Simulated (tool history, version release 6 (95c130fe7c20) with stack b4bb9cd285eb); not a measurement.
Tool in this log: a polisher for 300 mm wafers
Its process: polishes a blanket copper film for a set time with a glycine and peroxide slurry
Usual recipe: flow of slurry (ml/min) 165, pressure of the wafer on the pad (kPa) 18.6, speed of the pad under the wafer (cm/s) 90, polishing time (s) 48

| run | hour | flow of slurry (ml/min) | pressure of the wafer on the pad (kPa) | speed of the pad under the wafer (cm/s) | polishing time (s) | incoming thickness of the incoming film, nm | film removed (Å) |
|---|---|---|---|---|---|---|---|
| 1 | 0.0 | 195 | 18.6 | 90 | 48 | 2061.7 | 1823 |
| 2 | 78.9 | 195 | 18.6 | 90 | 48 | 2061.1 | 1904 |
| 3 | 166.4 | 165 | 18.6 | 90 | 36 | 2101.9 | 1389 |
| 4 | 263.8 | 165 | 18.6 | 90 | 36 | 2119.2 | 1382 |
| 5 | 368.6 | 165 | 18.6 | 90 | 48 | 2107.6 | 1825 |
| 6 | 680.3 | 165 | 18.6 | 90 | 48 | 2082.9 | 1665 |
| 7 | 745.2 | 165 | 18.6 | 90 | 48 | 2056.4 | 1669 |
| 8 | 848.5 | 165 | 18.6 | 90 | 48 | 2095.4 | 1637 |
| 9 | 1031.3 | 165 | 18.6 | 90 | 48 | 2084.0 | 1615 |
| 10 | 1119.7 | 165 | 18.6 | 90 | 48 | 2082.4 | 1609 |
| 11 | 1176.3 | 165 | 18.6 | 90 | 48 | 2097.5 | 1621 |
| 12 | 1215.3 | 165 | 18.6 | 66 | 48 | 2105.5 | 1268 |
| 13 | 1281.5 | 165 | 18.6 | 90 | 48 | 2096.5 | 1621 |
| 14 | 1591.9 | 165 | 18.6 | 90 | 48 | 2070.3 | 1827 |
| 15 | 1636.1 | 165 | 18.6 | 90 | 57 | 2095.3 | 2160 |
| 16 | 1692.1 | 165 | 18.6 | 90 | 57 | 2116.7 | 2166 |
| 17 | 1754.5 | 110 | 22.1 | 90 | 64 | 2050.6 | 2605 |
| 18 | 1840.0 | 130 | 16.5 | 90 | 48 | 2107.5 | 1621 |
| 19 | 1907.7 | 140 | 18.6 | 80 | 48 | 2076.1 | 1585 |
| 20 | 1987.6 | 165 | 15.2 | 90 | 48 | 2080.8 | 1567 |
| 21 | 2024.3 | 165 | 18.6 | 90 | 31 | 2074.4 | 1158 |
| 22 | 2099.2 | 215 | 16.5 | 90 | 48 | 2096.5 | 1662 |
| 23 | 2199.3 | 145 | 14.5 | 74 | 34 | 2072.2 | 976 |
| 24 | 2248.1 | 165 | 18.6 | 90 | 48 | 2098.0 | 1857 |
| 25 | 2326.6 | 165 | 18.6 | 74 | 48 | 2037.7 | 1572 |
| 26 | 2388.9 | 165 | 18.6 | 76 | 48 | 2106.3 | 1591 |
| 27 | 2435.2 | 165 | 22.8 | 90 | 48 | 2074.4 | 2125 |
| 28 | 2480.2 | 165 | 18.6 | 90 | 48 | 2069.9 | 1819 |
| 29 | 2546.6 | 185 | 21.4 | 118 | 48 | 2054.5 | 2551 |
| 30 | 2649.1 | 205 | 18.6 | 78 | 40 | 2081.9 | 1388 |
| 31 | 2744.4 | 145 | 18.6 | 112 | 48 | 2119.5 | 2140 |
| 32 | 2831.4 | 180 | 18.6 | 90 | 48 | 2063.1 | 1803 |
| 33 | 2913.5 | 165 | 13.1 | 90 | 43 | 2085.0 | 1278 |
| 34 | 2998.8 | 165 | 18.6 | 90 | 48 | 2110.3 | 1884 |
| 35 | 3065.5 | 165 | 18.6 | 90 | 48 | 2070.6 | 1820 |
| 36 | 3116.2 | 140 | 16.5 | 106 | 64 | 2099.0 | 2520 |

Withheld: 14 entries from between the runs. Position of each, and hidden state at the listed run before versus the listed run after:
Between runs 1 and 2: worn pad replaced by a new one (hour 12.4)
  removal rate lost through wear of the pad, %: 5.65 -> 1.5
  measured result minus the result with no hidden state, film removed (Å): -109 -> -29
Between runs 4 and 5: slurry nozzle cleaned (hour 311.9)
  removal rate lost through wear of the pad, %: 3.88 -> 4.6
  measured result minus the result with no hidden state, film removed (Å): -55 -> -88
Between runs 5 and 6: head pressure recalibrated (hour 421.6); worn pad replaced by a new one (hour 626.4)
  removal rate lost through wear of the pad, %: 4.6 -> 11.2
  measured result minus the result with no hidden state, film removed (Å): -88 -> -211
Between runs 9 and 10: slurry nozzle cleaned (hour 1071.7)
  removal rate lost through wear of the pad, %: 14.8 -> 15.1
  measured result minus the result with no hidden state, film removed (Å): -280 -> -286
Between runs 10 and 11: head pressure recalibrated (hour 1170.4)
  removal rate lost through wear of the pad, %: 15.1 -> 15.3
  measured result minus the result with no hidden state, film removed (Å): -286 -> -292
Between runs 13 and 14: worn pad replaced by a new one, repeated, since the last time left the tool worse (hour 1383.9)
  removal rate lost through wear of the pad, %: 15.5 -> 4.44
  measured result minus the result with no hidden state, film removed (Å): -297 -> -85
Between runs 17 and 18: slurry nozzle cleaned (hour 1791.5)
  removal rate lost through wear of the pad, %: 5.64 -> 6
  measured result minus the result with no hidden state, film removed (Å): -156 -> -103
Between runs 19 and 20: head pressure recalibrated (hour 1922.2)
  removal rate lost through wear of the pad, %: 6.21 -> 6.39
  measured result minus the result with no hidden state, film removed (Å): -104 -> -106
Between runs 22 and 23: worn pad replaced by a new one (hour 2152.0)
  removal rate lost through wear of the pad, %: 6.56 -> 1.11
  measured result minus the result with no hidden state, film removed (Å): -117 -> -11
Between runs 26 and 27: slurry nozzle cleaned (hour 2396.1)
  removal rate lost through wear of the pad, %: 3.74 -> 4.11
  measured result minus the result with no hidden state, film removed (Å): -62 -> -91
Between runs 29 and 30: head pressure recalibrated (hour 2647.3)
  removal rate lost through wear of the pad, %: 4.77 -> 5.15
  measured result minus the result with no hidden state, film removed (Å): -128 -> -75
Between runs 33 and 34: worn pad replaced by a new one (hour 2954.1)
  removal rate lost through wear of the pad, %: 5.63 -> 2.44
  measured result minus the result with no hidden state, film removed (Å): -77 -> -47
Between runs 35 and 36: slurry nozzle cleaned (hour 3107.1)
  removal rate lost through wear of the pad, %: 3.62 -> 4.32
  measured result minus the result with no hidden state, film removed (Å): -69 -> -114
